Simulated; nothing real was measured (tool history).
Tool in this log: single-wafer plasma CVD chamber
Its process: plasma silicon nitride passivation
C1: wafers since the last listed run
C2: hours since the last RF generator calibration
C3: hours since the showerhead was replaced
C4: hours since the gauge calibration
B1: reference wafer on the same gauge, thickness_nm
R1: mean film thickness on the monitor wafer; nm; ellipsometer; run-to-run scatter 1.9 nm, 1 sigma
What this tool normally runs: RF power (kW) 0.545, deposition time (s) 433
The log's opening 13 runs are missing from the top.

Run 14, day 34.846: usual settings; C1 259; C2 1009.1; C3 78.7; C4 269.3; B1 622.220. Result: R1 640.127 nm.
Run 15, day 37.467: usual settings; C1 357; C2 1072.0; C3 141.6; C4 332.2; B1 622.140. Result: R1 639.554 nm.
Run 16, day 39.508: usual settings but RF power (kW) 0.580, deposition time (s) 369; C1 278; C2 1121.0; C3 190.6; C4 381.2; B1 622.269. Result: R1 556.883 nm.
Run 17, day 42.233: usual settings but RF power (kW) 0.485, deposition time (s) 491; C1 371; C2 1186.4; C3 256.0; C4 446.6; B1 621.637. Result: R1 697.946 nm.
Run 18, day 45.000: usual settings but deposition time (s) 510; C1 377; C2 1252.8; C3 322.4; C4 513.0; B1 621.231. Result: R1 752.556 nm.
At day 46.025: RF generator calibrated.
Run 19, day 47.483: usual settings but RF power (kW) 0.515; C1 293; C2 35.0; C3 382.0; C4 572.6; B1 621.922. Result: R1 634.162 nm.
Run 20, day 50.075: usual settings; C1 353; C2 97.2; C3 444.2; C4 634.8; B1 621.755. Result: R1 644.596 nm.
Run 21, day 52.104: usual settings but RF power (kW) 0.635, deposition time (s) 398; C1 276; C2 145.9; C3 492.9; C4 683.5; B1 622.127. Result: R1 628.959 nm.
Run 22, day 53.308: usual settings but RF power (kW) 0.600, deposition time (s) 398; C1 164; C2 174.8; C3 521.8; C4 712.4; B1 622.172. Result: R1 616.031 nm.
Run 23, day 55.258: usual settings; C1 265; C2 221.6; C3 568.6; C4 759.2; B1 622.379. Result: R1 649.677 nm.
Run 24, day 57.258: usual settings but deposition time (s) 401; C1 272; C2 269.6; C3 616.6; C4 807.2; B1 622.405. Result: R1 598.918 nm.
Run 25, day 59.496: usual settings; C1 305; C2 323.3; C3 670.3; C4 860.9; B1 622.387. Result: R1 644.458 nm.
Run 26, day 61.208: usual settings but deposition time (s) 364; C1 233; C2 364.4; C3 711.4; C4 902.0; B1 622.848. Result: R1 542.941 nm.

Estimate the outcome of run 27 from the log above:
Run 27, day 64.033: usual settings but deposition time (s) 515; C1 385; C2 432.2; C3 779.2; C4 969.8; B1 ?. Result: R1 ?.

Run 27 produced B1 622.657, R1 767.723 nm.
The same run, on a tool lacking any hidden state, would have yielded R1 768.855 nm.

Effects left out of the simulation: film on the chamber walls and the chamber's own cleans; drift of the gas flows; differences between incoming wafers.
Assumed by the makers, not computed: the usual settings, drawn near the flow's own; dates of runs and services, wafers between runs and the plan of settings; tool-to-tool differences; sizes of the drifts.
